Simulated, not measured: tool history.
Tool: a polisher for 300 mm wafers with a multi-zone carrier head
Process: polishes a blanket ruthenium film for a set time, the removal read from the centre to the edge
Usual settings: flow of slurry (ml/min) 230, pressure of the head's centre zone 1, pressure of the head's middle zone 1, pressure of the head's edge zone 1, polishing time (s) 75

run    hour  flow of slurry (ml/min)  pressure of the head's centre zone  pressure of the head's middle zone  pressure of the head's edge zone  polishing time (s)  wafers since the last listed run  wafers polished on this pad  hours since the slurry nozzle was cleaned  hours since the centre zone pressure was calibrated  hours since the edge zone pressure was calibrated  hours since the carrier head's membrane was replaced  incoming thickness of the incoming film, nm  film removed at the wafer's centre (nm)  film removed at mid-radius (nm)  film removed at the wafer's edge (nm)
  1       0                      230                                   1                                   1                                 1                  75                                 0                         1097                                      430.7                                                 99.7                                              380.5                                                1210.2                                        348.1                                     62.7                             64.3                                   64.2
  2    88.6                      230                                   1                                   1                                 1                  60                               881                         1979                                      519.3                                                188.3                                              469.1                                                1298.8                                          352                                     50.1                             50.1                                   51.2
  3   131.4                      230                                   1                                   1                                 1                  91                               425                         2405                                      562.1                                                231.1                                              511.9                                                1341.6                                          352                                     76.7                             77.8                                   77.1
      177.7  -- slurry nozzle cleaned
      184.1  -- carrier head's membrane replaced by a new one
  4   196.3                      290                                1.09                                0.95                                 1                  75                               586                         2991                                       18.6                                                  296                                              576.8                                                  12.2                                        348.9                                     70.4                             63.5                                     66
  5   278.4                      175                                   1                                0.95                                 1                  57                               817                         3808                                      100.7                                                378.1                                              658.9                                                  94.3                                          352                                     45.5                             43.5                                   46.9
  6     361                      310                                   1                                   1                                 1                  75                               822                         4630                                      183.3                                                460.7                                              741.5                                                 176.9                                        355.5                                     66.5                             65.1                                   65.8
      417.5  -- worn pad replaced by a new one
  7     447                      230                                   1                                   1                                 1                  75                               816                          293                                      269.3                                                546.7                                              827.5                                                 262.9                                          347                                     63.8                             62.2                                   64.5
  8   546.1                      230                                   1                                1.04                                 1                  75                               986                         1280                                      368.4                                                645.8                                              926.6                                                   362                                        356.7                                     63.9                             66.3                                     64
        607  -- edge zone pressure recalibrated
  9   626.6                      230                                0.92                                   1                                 1                  75                               781                         2061                                      448.9                                                726.3                                               19.6                                                 442.5                                        350.4                                     59.5                             65.4                                   64.1
 10   688.6                      230                                0.91                                 1.1                              1.11                  75                               617                         2678                                      510.9                                                788.3                                               81.6                                                 504.5                                        353.6                                     59.4                             66.5                                   67.5
 11   737.4                      175                                   1                                0.95                                 1                  57                               485                         3164                                      559.7                                                837.1                                              130.4                                                 553.3                                        353.3                                     46.4                               45                                   46.5
 12   792.8                      310                                0.89                                   1                                 1                  64                               551                         3715                                      615.1                                                892.5                                              185.8                                                 608.7                                        349.6                                     51.7                             56.3                                   56.3
      799.7  -- slurry nozzle cleaned
      821.2  -- centre zone pressure recalibrated
 13   864.4                      195                                   1                                   1                                 1                  75                               682                         4398                                       64.7                                                 43.2                                              257.4                                                 680.3                                        349.5                                     61.5                             63.1                                     63
 14   934.3                      230                                   1                                 0.9                              1.08                  75                               695                         5093                                      134.6                                                113.1                                              327.3                                                 750.2                                        352.1                                     64.2                             57.7                                   66.4
 15  1029.7                      180                                   1                                0.95                                 1                  75                               949                         6043                                        230                                                208.5                                              422.7                                                 845.6                                        348.3                                     61.9                             58.6                                   61.9
     1046.6  -- worn pad replaced by a new one
 16  1096.4                      230                                1.06                                   1                                 1                  55                               624                          495                                      296.7                                                275.2                                              489.4                                                 912.3                                        349.7                                       49                             45.8                                   46.3
 17  1161.7                      155                                   1                                   1                               1.1                  75                               649                         1145                                        362                                                340.5                                              554.7                                                 977.6                                        349.7                                     59.4                             59.4                                   63.4
 18  1247.8                      230                                   1                                   1                              1.03                  75                               856                         2002                                      448.1                                                426.6                                              640.8                                                1063.7                                        345.4                                     63.3                             64.2                                   64.7
     1270.9  -- slurry nozzle cleaned
 19  1318.6                      230                                   1                                   1                              0.95                  75                               694                         2696                                       47.7                                                497.4                                              711.6                                                1134.5                                        350.4                                     63.6                               64                                   62.6
 20  1354.8                      300                                   1                                 1.1                               1.1                  57                               360                         3057                                       83.9                                                533.6                                              747.8                                                1170.7                                          347                                     50.5                             52.7                                   51.4
 21  1398.8                      210                                0.89                                   1                                 1                  85                               437                         3495                                      127.9                                                577.6                                              791.8                                                1214.7                                        351.3                                     63.8                             72.5                                   71.8

How the hidden state differs across the entries between the runs, from the last listed run before each to the first after it:
Between runs 3 and 4: slurry nozzle cleaned (hour 177.7); carrier head's membrane replaced by a new one (hour 184.1)
  deviation of the centre zone's pressure from its setpoint, %: -0.18 -> -0.0126
  measured less the result without the state, film removed at the wafer's centre (nm): -0.1 -> +0
Between runs 6 and 7: worn pad replaced by a new one (hour 417.5)
  deviation of the centre zone's pressure from its setpoint, %: 0.599 -> 1.02
  measured less the result without the state, film removed at the wafer's centre (nm): +0.4 -> +0.6
Between runs 8 and 9: edge zone pressure recalibrated (hour 607)
  deviation of the centre zone's pressure from its setpoint, %: 1.6 -> 2.15
  measured less the result without the state, film removed at the wafer's centre (nm): +0.9 -> +1.1
Between runs 12 and 13: slurry nozzle cleaned (hour 799.7); centre zone pressure recalibrated (hour 821.2)
  deviation of the centre zone's pressure from its setpoint, %: 3.47 -> 0.309
  measured less the result without the state, film removed at the wafer's centre (nm): +1.6 -> +0.1
Between runs 15 and 16: worn pad replaced by a new one (hour 1046.6)
  deviation of the centre zone's pressure from its setpoint, %: 0.513 -> 0.671
  measured less the result without the state, film removed at the wafer's centre (nm): +0.3 -> +0.3
Between runs 18 and 19: slurry nozzle cleaned (hour 1270.9)
  deviation of the centre zone's pressure from its setpoint, %: 1.19 -> 1.51
  measured less the result without the state, film removed at the wafer's centre (nm): +0.7 -> +0.8
